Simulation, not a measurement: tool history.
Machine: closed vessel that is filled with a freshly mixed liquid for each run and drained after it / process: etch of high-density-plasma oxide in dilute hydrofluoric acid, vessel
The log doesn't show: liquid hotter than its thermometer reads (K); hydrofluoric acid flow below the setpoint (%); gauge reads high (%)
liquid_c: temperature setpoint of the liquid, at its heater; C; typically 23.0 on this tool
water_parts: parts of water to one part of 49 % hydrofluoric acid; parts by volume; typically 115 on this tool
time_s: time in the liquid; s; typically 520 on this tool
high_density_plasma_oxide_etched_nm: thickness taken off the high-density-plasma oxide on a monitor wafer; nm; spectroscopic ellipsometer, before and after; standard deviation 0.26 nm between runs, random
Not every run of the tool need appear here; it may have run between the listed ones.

| run | hour | liquid_c | water_parts | time_s | wafers since the last listed run | hours since the thermometer was replaced | hours since the hydrofluoric acid flow meter was replaced | hours since the gauge calibration | read-back film thickness of the high-density-plasma oxide reference wafer, read on the same gauge (nm) | high_density_plasma_oxide_etched_nm |
|---|---|---|---|---|---|---|---|---|---|---|
| 1 | 0.0 | 23.0 | 130 | 520 | 0 | 1818.7 | 1386.4 | 801.7 | 39.95 | 26.62 |
|  | 71.5 | gauge calibrated |
| 2 | 77.1 | 23.0 | 130 | 520 | 5522 | 1895.8 | 1463.5 | 5.6 | 39.98 | 26.33 |
| 3 | 164.1 | 23.0 | 140 | 520 | 6231 | 1982.8 | 1550.5 | 92.6 | 40.02 | 24.69 |
| 4 | 224.8 | 23.0 | 140 | 520 | 4347 | 2043.5 | 1611.2 | 153.3 | 39.99 | 24.62 |
| 5 | 269.5 | 23.0 | 115 | 520 | 3201 | 2088.2 | 1655.9 | 198.0 | 39.99 | 30.96 |
| 6 | 325.9 | 23.0 | 115 | 520 | 4039 | 2144.6 | 1712.3 | 254.4 | 40.00 | 30.71 |
| 7 | 508.9 | 23.0 | 115 | 520 | 13107 | 2327.6 | 1895.3 | 437.4 | 40.02 | 30.64 |
|  | 542.7 | hydrofluoric acid flow meter replaced |
| 8 | 563.0 | 23.0 | 115 | 520 | 3803 | 2381.7 | 20.3 | 491.5 | 39.99 | 30.49 |
| 9 | 662.8 | 23.0 | 135 | 375 | 7148 | 2481.5 | 120.1 | 591.3 | 40.00 | 18.48 |
| 10 | 750.8 | 23.0 | 115 | 520 | 6303 | 2569.5 | 208.1 | 679.3 | 39.96 | 30.43 |
| 11 | 815.6 | 23.0 | 115 | 520 | 4641 | 2634.3 | 272.9 | 744.1 | 40.03 | 30.46 |
| 12 | 858.3 | 23.0 | 115 | 520 | 3058 | 2677.0 | 315.6 | 786.8 | 40.03 | 30.75 |
| 13 | 903.7 | 23.0 | 85 | 520 | 3251 | 2722.4 | 361.0 | 832.2 | 40.03 | 43.40 |
| 14 | 1008.5 | 23.0 | 115 | 245 | 7506 | 2827.2 | 465.8 | 937.0 | 39.96 | 14.41 |
|  | 1031.6 | gauge calibrated |
| 15 | 1066.4 | 19.5 | 55 | 285 | 4147 | 2885.1 | 523.7 | 34.8 | 40.02 | 32.53 |
|  | 1122.3 | thermometer replaced |
| 16 | 1126.5 | 19.5 | 115 | 520 | 4233 | 4.2 | 583.8 | 94.9 | 40.02 | 26.31 |
| 17 | 1166.5 | 20.5 | 115 | 610 | 2865 | 44.2 | 623.8 | 134.9 | 39.98 | 32.14 |
| 18 | 1246.9 | 23.0 | 115 | 745 | 5758 | 124.6 | 704.2 | 215.3 | 40.00 | 43.12 |
| 19 | 1289.0 | 19.5 | 115 | 520 | 3015 | 166.7 | 746.3 | 257.4 | 39.96 | 26.68 |
| 20 | 1342.8 | 23.0 | 115 | 605 | 3853 | 220.5 | 800.1 | 311.2 | 39.98 | 35.59 |
| 21 | 1428.9 | 20.0 | 115 | 520 | 6167 | 306.6 | 886.2 | 397.3 | 40.03 | 27.03 |
| 22 | 1502.1 | 23.0 | 115 | 520 | 5243 | 379.8 | 959.4 | 470.5 | 40.01 | 31.00 |
| 23 | 1541.5 | 20.0 | 140 | 750 | 2822 | 419.2 | 998.8 | 509.9 | 40.01 | 31.50 |
| 24 | 1597.8 | 23.0 | 115 | 520 | 4032 | 475.5 | 1055.1 | 566.2 | 40.01 | 30.39 |

How the hidden state differs across the entries between the runs, from the last listed run before each to the first after it:
Between runs 1 and 2: gauge calibrated (hour 71.5)
  no hidden state differs between the two runs
Between runs 7 and 8: hydrofluoric acid flow meter replaced (hour 542.7)
  no hidden state differs between the two runs
Between runs 14 and 15: gauge calibrated (hour 1031.6)
  no hidden state differs between the two runs
Between runs 15 and 16: thermometer replaced (hour 1122.3)
  no hidden state differs between the two runs

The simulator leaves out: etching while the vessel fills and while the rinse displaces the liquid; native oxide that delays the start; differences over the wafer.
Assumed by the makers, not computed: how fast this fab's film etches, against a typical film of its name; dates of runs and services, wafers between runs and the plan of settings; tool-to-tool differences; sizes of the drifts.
